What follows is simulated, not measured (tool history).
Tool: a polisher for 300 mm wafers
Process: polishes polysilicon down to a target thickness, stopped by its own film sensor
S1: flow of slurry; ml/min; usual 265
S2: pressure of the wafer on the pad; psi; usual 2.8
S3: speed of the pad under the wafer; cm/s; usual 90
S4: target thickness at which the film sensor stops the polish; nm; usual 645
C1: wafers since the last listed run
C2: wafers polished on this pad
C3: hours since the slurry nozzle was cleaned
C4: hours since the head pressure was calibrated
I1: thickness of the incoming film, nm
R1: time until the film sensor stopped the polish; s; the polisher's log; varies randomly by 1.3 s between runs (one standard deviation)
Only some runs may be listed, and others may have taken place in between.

run 1 hour=0.0 | S1=220 S2=2.8 S3=90 S4=645 | C1=0 C2=585 C3=200.7 C4=274.5 | I1=1168.4 | R1=76.9
run 2 hour=8.3 | S1=220 S2=2.8 S3=90 S4=645 | C1=64 C2=650 C3=209.0 C4=282.8 | I1=1173.3 | R1=81.5
run 3 hour=21.5 | S1=220 S2=2.8 S3=90 S4=645 | C1=103 C2=753 C3=222.2 C4=296.0 | I1=1179.8 | R1=79.3
run 4 hour=37.2 | S1=265 S2=2.8 S3=90 S4=507 | C1=122 C2=876 C3=237.9 C4=311.7 | I1=1166.9 | R1=98.6
run 5 hour=45.5 | S1=200 S2=2.8 S3=90 S4=645 | C1=64 C2=941 C3=246.2 C4=320.0 | I1=1184.0 | R1=80.3
run 6 hour=54.8 | S1=265 S2=2.8 S3=90 S4=645 | C1=72 C2=1014 C3=255.5 C4=329.3 | I1=1169.9 | R1=77.6
-- hour=107.8 worn pad replaced by a new one
run 7 hour=108.3 | S1=265 S2=2.8 S3=90 S4=645 | C1=387 C2=3 C3=309.0 C4=382.8 | I1=1155.1 | R1=74.0
run 8 hour=115.4 | S1=265 S2=2.8 S3=90 S4=645 | C1=55 C2=59 C3=316.1 C4=389.9 | I1=1167.5 | R1=77.1
run 9 hour=125.0 | S1=265 S2=2.8 S3=90 S4=645 | C1=75 C2=134 C3=325.7 C4=399.5 | I1=1161.4 | R1=76.3
run 10 hour=141.9 | S1=265 S2=2.8 S3=90 S4=645 | C1=132 C2=266 C3=342.6 C4=416.4 | I1=1169.2 | R1=74.6
run 11 hour=156.2 | S1=265 S2=2.8 S3=90 S4=645 | C1=111 C2=378 C3=356.9 C4=430.7 | I1=1163.5 | R1=75.5
run 12 hour=169.4 | S1=265 S2=2.8 S3=102 S4=645 | C1=103 C2=481 C3=370.1 C4=443.9 | I1=1162.3 | R1=67.1
run 13 hour=186.1 | S1=265 S2=2.8 S3=102 S4=645 | C1=130 C2=612 C3=386.8 C4=460.6 | I1=1155.2 | R1=66.2
run 14 hour=192.5 | S1=265 S2=2.8 S3=90 S4=645 | C1=50 C2=662 C3=393.2 C4=467.0 | I1=1172.0 | R1=76.2
run 15 hour=206.8 | S1=230 S2=3.1 S3=90 S4=645 | C1=111 C2=774 C3=407.5 C4=481.3 | I1=1172.6 | R1=71.0
run 16 hour=216.6 | S1=265 S2=2.8 S3=110 S4=824 | C1=76 C2=851 C3=417.3 C4=491.1 | I1=1173.7 | R1=41.0
run 17 hour=226.7 | S1=290 S2=3.3 S3=66 S4=469 | C1=79 C2=930 C3=427.4 C4=501.2 | I1=1162.4 | R1=109.5
run 18 hour=233.0 | S1=265 S2=3.8 S3=112 S4=645 | C1=49 C2=979 C3=433.7 C4=507.5 | I1=1166.7 | R1=43.5
-- hour=240.3 slurry nozzle cleaned
run 19 hour=241.9 | S1=180 S2=2.8 S3=90 S4=718 | C1=61 C2=1041 C3=1.6 C4=516.4 | I1=1167.6 | R1=66.3
-- hour=253.4 head pressure recalibrated
-- hour=260.1 worn pad replaced by a new one
run 20 hour=260.6 | S1=265 S2=2.8 S3=74 S4=745 | C1=99 C2=4 C3=20.3 C4=7.2 | I1=1157.2 | R1=79.6
run 21 hour=271.7 | S1=265 S2=2.8 S3=90 S4=645 | C1=86 C2=91 C3=31.4 C4=18.3 | I1=1176.3 | R1=88.0
run 22 hour=282.2 | S1=265 S2=2.8 S3=102 S4=645 | C1=82 C2=173 C3=41.9 C4=28.8 | I1=1169.2 | R1=74.6

Run 23 is up next; what results do you expect?
run 23 hour=294.4 | S1=265 S2=2.8 S3=90 S4=645 | C1=95 C2=268 C3=54.1 C4=41.0 | I1=1177.7 | R1=?

Run 23 yielded R1 84.8 s.
Take away the tool's hidden state, keep the run-to-run variation as it was, and the same run would have given R1 85.4 s.

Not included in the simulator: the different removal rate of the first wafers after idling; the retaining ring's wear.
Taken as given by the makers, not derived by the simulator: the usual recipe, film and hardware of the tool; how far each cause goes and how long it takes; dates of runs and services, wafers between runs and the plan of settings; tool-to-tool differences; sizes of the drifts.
